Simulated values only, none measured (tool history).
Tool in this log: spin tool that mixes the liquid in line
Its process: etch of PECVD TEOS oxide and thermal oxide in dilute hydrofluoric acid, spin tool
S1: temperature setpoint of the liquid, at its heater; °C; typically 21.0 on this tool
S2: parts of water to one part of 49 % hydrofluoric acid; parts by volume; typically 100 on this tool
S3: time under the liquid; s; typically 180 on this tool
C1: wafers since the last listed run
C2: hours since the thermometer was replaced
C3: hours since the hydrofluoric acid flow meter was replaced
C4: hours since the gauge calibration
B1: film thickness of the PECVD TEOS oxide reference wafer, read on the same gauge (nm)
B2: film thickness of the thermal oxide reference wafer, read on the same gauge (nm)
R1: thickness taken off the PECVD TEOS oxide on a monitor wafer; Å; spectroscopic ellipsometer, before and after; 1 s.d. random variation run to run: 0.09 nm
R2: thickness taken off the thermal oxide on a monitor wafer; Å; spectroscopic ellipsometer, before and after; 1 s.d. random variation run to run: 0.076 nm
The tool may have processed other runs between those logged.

run    hour    S1   S2   S3   C1      C2     C3      C4      B1     B2     R1     R2
  1     0.0  21.0   65  180    0  2455.1  635.7  1324.4  111.32  70.80  396.0  125.1
  2    37.1  21.0  100  105  305  2492.2  672.8  1361.5  111.43  70.87  145.2   46.2
       38.2  -- thermometer replaced
  3   107.1  21.0  100  105  567    68.9  742.8  1431.5  111.57  71.01  144.7   47.7
  4   176.7  21.0  100  180  572   138.5  812.4  1501.1  111.75  71.11  248.6   80.5
      200.9  -- gauge calibrated
  5   226.0  21.0  100  180  405   187.8  861.7    25.1  110.00  70.02  243.9   79.6
  6   262.4  21.0  100  180  299   224.2  898.1    61.5  110.01  69.98  245.5   79.4
      284.7  -- hydrofluoric acid flow meter replaced
  7   302.1  23.5  100  105  318   263.9   17.4   101.2  110.00  69.98  157.0   51.1
  8   358.4  19.0  115  245  463   320.2   73.7   157.5  110.00  70.01  263.1   84.5
  9   383.4  21.0  100  180  205   345.2   98.7   182.5  110.01  70.02  245.5   79.0
 10   445.9  22.5  150  180  514   407.7  161.2   245.0  110.03  70.00  164.1   52.2
 11   475.0  23.0  100  180  239   436.8  190.3   274.1  110.08  70.09  264.9   85.9
 12   506.8  17.0  100  210  261   468.6  222.1   305.9  110.04  70.07  242.8   79.3
 13   532.7  21.0  100  180  213   494.5  248.0   331.8  110.09  70.01  243.3   77.8
 14   603.6  19.5   80  180  583   565.4  318.9   402.7  110.14  70.14  293.1   93.6
 15   674.9  21.0  100  180  586   636.7  390.2   474.0  110.15  70.13  246.0   79.4
 16   719.3  21.0  100  180  365   681.1  434.6   518.4  110.23  70.11  244.2   79.0
 17   771.0  19.5  100  120  425   732.8  486.3   570.1  110.27  70.17  154.9   48.9
 18   823.1  17.5  100  100  428   784.9  538.4   622.2  110.31  70.18  117.3   38.7
 19   879.7  21.0  100  180  465   841.5  595.0   678.8  110.38  70.22  245.7   77.2
 20   926.0  24.0   65  120  380   887.8  641.3   725.1  110.45  70.28  298.9   95.9
 21   980.7  17.0   55  145  449   942.5  696.0   779.8  110.49  70.33  318.7  104.0
 22  1047.4  18.5  120  245  548  1009.2  762.7   846.5  110.60  70.40  246.9   79.4
 23  1096.4  21.0  100  180  403  1058.2  811.7   895.5  110.71  70.45  246.1   79.0
     1103.8  -- hydrofluoric acid flow meter replaced
 24  1125.3  21.0  100   80  229  1087.1   21.5   924.4  110.71  70.45  109.2   35.1
 25  1169.8  22.5  100   70  366  1131.6   66.0   968.9  110.82  70.49  102.0   32.4

Forecast each of these 5 alternatives for the next run:
  A  1170.3  21.0  100  180   4  1132.1  66.5  969.4   ?   ?   ?   ?
  B  1170.3  17.0   50  100   4  1132.1  66.5  969.4   ?   ?   ?   ?
  C  1170.3  21.0   80  250   4  1132.1  66.5  969.4   ?   ?   ?   ?
  D  1170.3  24.5   75  180   4  1132.1  66.5  969.4   ?   ?   ?   ?
  E  1170.3  17.0  130  100   4  1132.1  66.5  969.4   ?   ?   ?   ?

run      B1     B2     R1     R2
  A  110.81  70.53  244.7   80.1
  B  110.81  70.53  243.2   79.6
  C  110.81  70.53  434.9  142.3
  D  110.81  70.53  387.5  126.8
  E  110.81  70.53   85.9   28.1
Take away the tool's hidden state, keep each run's random variation, and the runs would have read:
run     R1     R2
  A  243.0   79.5
  B  241.4   79.0
  C  431.7  141.3
  D  384.7  125.9
  E   85.3   27.9
